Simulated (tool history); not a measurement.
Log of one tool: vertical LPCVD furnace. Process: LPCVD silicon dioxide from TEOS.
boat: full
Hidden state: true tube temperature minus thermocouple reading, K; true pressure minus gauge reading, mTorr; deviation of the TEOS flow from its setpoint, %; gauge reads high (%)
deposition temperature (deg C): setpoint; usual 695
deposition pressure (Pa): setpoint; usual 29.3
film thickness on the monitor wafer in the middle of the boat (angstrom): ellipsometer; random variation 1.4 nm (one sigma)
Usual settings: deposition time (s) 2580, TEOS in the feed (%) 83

run,hour,deposition temperature (deg C),deposition pressure (Pa),deposition time (s),TEOS in the feed (%),wafers since the last listed run,hours since the last temperature calibration,hours since the pressure gauge was zeroed,hours since the TEOS flow controller was replaced,hours since the gauge calibration,"read-back reference wafer on the same gauge, thickness",film thickness on the monitor wafer in the middle of the boat (angstrom)
1,0,695,29.3,2580,83,0,3839.7,3452.3,3607.1,1252.8,288.7,2645.1
2,28.7,695,29.3,2580,83,667,3868.4,3481,3635.8,1281.5,288.92,2621.1
3,62.9,695,29.3,2580,83,794,3902.6,3515.2,3670,1315.7,288.67,2616.1
4,130.6,695,29.3,2580,83,1573,3970.3,3582.9,3737.7,1383.4,288.56,2654.2
5,191.5,695,29.3,2580,83,1415,4031.2,3643.8,3798.6,1444.3,288.57,2628.3
6,221.3,695,29.3,2580,83,692,4061,3673.6,3828.4,1474.1,289.16,2634.5
7,276.2,695,34.7,3270,83,1275,4115.9,3728.5,3883.3,1529,289.06,3657.6
8,339.2,695,34.7,3270,83,1464,4178.9,3791.5,3946.3,1592,288.94,3621.2
9,373.1,695,34.7,3270,83,787,4212.8,3825.4,3980.2,1625.9,288.78,3679.3
10,440.3,695,29.3,2580,83,1561,4280,3892.6,4047.4,1693.1,289.02,2630.7
11,509.7,695,29.3,2580,83,1612,4349.4,3962,4116.8,1762.5,288.71,2657.6
12,568.7,695,29.3,2580,83,1371,4408.4,4021,4175.8,1821.5,288.97,2667.2
# hour 626.9: TEOS flow controller replaced
13,627.4,695,29.3,2580,83,806,4467.1,4079.7,0.5,1880.2,288.77,2666
# hour 630.4: gauge calibrated
# hour 660.4: pressure gauge zeroed
14,660.9,695,29.3,2580,83,220,4500.6,0.5,34,30.5,289.06,2651.7
15,693.3,695,29.3,2580,83,752,4533,32.9,66.4,62.9,288.53,2671.7
16,727.2,695,29.3,2880,93,787,4566.9,66.8,100.3,96.8,289.48,3106.7
17,773,695,29.3,2580,88,1064,4612.7,112.6,146.1,142.6,288.95,2738
# hour 828.8: thermocouples replaced and temperature profile calibrated
18,837.2,695,33.3,1620,67,934,8.4,176.8,210.3,206.8,289.16,1666.6
19,891.5,695,29.3,3330,83,1261,62.7,231.1,264.6,261.1,288.17,3591.3
20,927.1,695,29.3,1890,96,827,98.3,266.7,300.2,296.7,288.69,2225.2
21,991.5,695,29.3,2580,83,1496,162.7,331.1,364.6,361.1,288.72,2793.2
22,1056,704,32.7,2580,83,1499,227.2,395.6,429.1,425.6,288.57,3646.2
# hour 1130.7: thermocouples replaced and temperature profile calibrated, repeated, since the last time left the tool worse
23,1157.5,687,22.7,2580,83,1801,26.8,497.1,530.6,527.1,289.01,1805.8
24,1226.7,695,32,1650,77,1608,96,566.3,599.8,596.3,289.15,1603.1
25,1254.5,695,23.3,2580,72,646,123.8,594.1,627.6,624.1,289.03,2057.3
26,1303.5,695,29.3,2580,83,1138,172.8,643.1,676.6,673.1,289.08,2493.9
27,1365.9,695,29.3,2580,83,1450,235.2,705.5,739,735.5,289.03,2471.8
28,1394.5,695,27.3,2220,90,664,263.8,734.1,767.6,764.1,288.93,2169.1
29,1441.5,695,29.3,2580,83,1092,310.8,781.1,814.6,811.1,288.56,2501.1

Forecast each of these 5 alternatives for the next run:
A,1445.3,695,29.3,2580,83,88,314.6,784.9,818.4,814.9,?,?
B,1445.3,705,36,2580,83,88,314.6,784.9,818.4,814.9,?,?
C,1445.3,695,34.7,2010,83,88,314.6,784.9,818.4,814.9,?,?
D,1445.3,706,29.3,3360,88,88,314.6,784.9,818.4,814.9,?,?
E,1445.3,703,34.7,3210,76,88,314.6,784.9,818.4,814.9,?,?

run,"read-back reference wafer on the same gauge, thickness",film thickness on the monitor wafer in the middle of the boat (angstrom)
A,288.92,2502.3
B,288.92,3497.2
C,288.92,2119.3
D,288.92,4331.7
E,288.92,3901.8
Without the tool's hidden state the same runs would have given:
run,film thickness on the monitor wafer in the middle of the boat (angstrom)
A,2476.5
B,3462
C,2097.5
D,4288.1
E,3862.3
